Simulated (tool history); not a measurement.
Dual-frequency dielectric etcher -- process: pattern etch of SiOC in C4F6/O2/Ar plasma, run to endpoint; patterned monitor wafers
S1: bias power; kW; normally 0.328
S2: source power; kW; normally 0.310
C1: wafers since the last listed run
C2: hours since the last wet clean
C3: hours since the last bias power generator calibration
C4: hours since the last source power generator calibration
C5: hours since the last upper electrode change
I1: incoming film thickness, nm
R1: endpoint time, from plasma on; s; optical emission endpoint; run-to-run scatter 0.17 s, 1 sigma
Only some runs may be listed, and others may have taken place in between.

| run | hour | S1 | S2 | C1 | C2 | C3 | C4 | C5 | I1 | R1 |
|---|---|---|---|---|---|---|---|---|---|---|
| 1 | 0.0 | 0.328 | 0.310 | 0 | 211.6 | 1305.2 | 3232.0 | 6147.4 | 43.35 | 19.5 |
| 2 | 48.8 | 0.300 | 0.280 | 616 | 260.4 | 1354.0 | 3280.8 | 6196.2 | 43.33 | 20.7 |
| 3 | 70.2 | 0.300 | 0.280 | 270 | 281.8 | 1375.4 | 3302.2 | 6217.6 | 43.75 | 21.3 |
|  | 145.2 | wet clean of the chamber |
| 4 | 152.0 | 0.300 | 0.280 | 730 | 6.8 | 1457.2 | 3384.0 | 6299.4 | 43.98 | 20.1 |
|  | 156.3 | source power generator calibrated |
| 5 | 178.6 | 0.328 | 0.310 | 285 | 33.4 | 1483.8 | 22.3 | 6326.0 | 43.89 | 19.2 |
| 6 | 191.8 | 0.328 | 0.310 | 166 | 46.6 | 1497.0 | 35.5 | 6339.2 | 43.21 | 18.6 |
| 7 | 213.2 | 0.328 | 0.310 | 270 | 68.0 | 1518.4 | 56.9 | 6360.6 | 43.61 | 19.2 |
|  | 219.9 | bias power generator calibrated |
| 8 | 235.4 | 0.389 | 0.340 | 229 | 90.2 | 15.5 | 79.1 | 6382.8 | 43.33 | 17.8 |
|  | 273.3 | upper electrode replaced |
| 9 | 273.8 | 0.253 | 0.350 | 181 | 128.6 | 53.9 | 117.5 | 0.5 | 43.49 | 19.7 |
| 10 | 276.0 | 0.328 | 0.310 | 27 | 130.8 | 56.1 | 119.7 | 2.7 | 43.49 | 18.9 |
| 11 | 295.9 | 0.328 | 0.310 | 251 | 150.7 | 76.0 | 139.6 | 22.6 | 43.79 | 19.4 |
| 12 | 315.9 | 0.260 | 0.270 | 252 | 170.7 | 96.0 | 159.6 | 42.6 | 43.85 | 21.9 |
| 13 | 350.1 | 0.276 | 0.270 | 432 | 204.9 | 130.2 | 193.8 | 76.8 | 43.76 | 21.2 |
| 14 | 380.7 | 0.371 | 0.250 | 386 | 235.5 | 160.8 | 224.4 | 107.4 | 43.75 | 20.1 |
| 15 | 412.2 | 0.270 | 0.310 | 398 | 267.0 | 192.3 | 255.9 | 138.9 | 43.62 | 20.8 |

Branching from run 15: 5 alternative next runs. What would each branch give?
| A | 412.6 | 0.328 | 0.380 | 5 | 267.4 | 192.7 | 256.3 | 139.3 | 43.42 | ? |
| B | 412.6 | 0.328 | 0.260 | 5 | 267.4 | 192.7 | 256.3 | 139.3 | 43.42 | ? |
| C | 412.6 | 0.365 | 0.340 | 5 | 267.4 | 192.7 | 256.3 | 139.3 | 43.42 | ? |
| D | 412.6 | 0.397 | 0.340 | 5 | 267.4 | 192.7 | 256.3 | 139.3 | 43.42 | ? |
| E | 412.6 | 0.247 | 0.270 | 5 | 267.4 | 192.7 | 256.3 | 139.3 | 43.42 | ? |

| run | R1 |
|---|---|
| A | 18.2 |
| B | 20.5 |
| C | 18.2 |
| D | 17.8 |
| E | 22.0 |
Had the tool no hidden state, the same runs would have come out as:
| run | R1 |
|---|---|
| A | 17.6 |
| B | 19.9 |
| C | 17.7 |
| D | 17.2 |
| E | 21.4 |
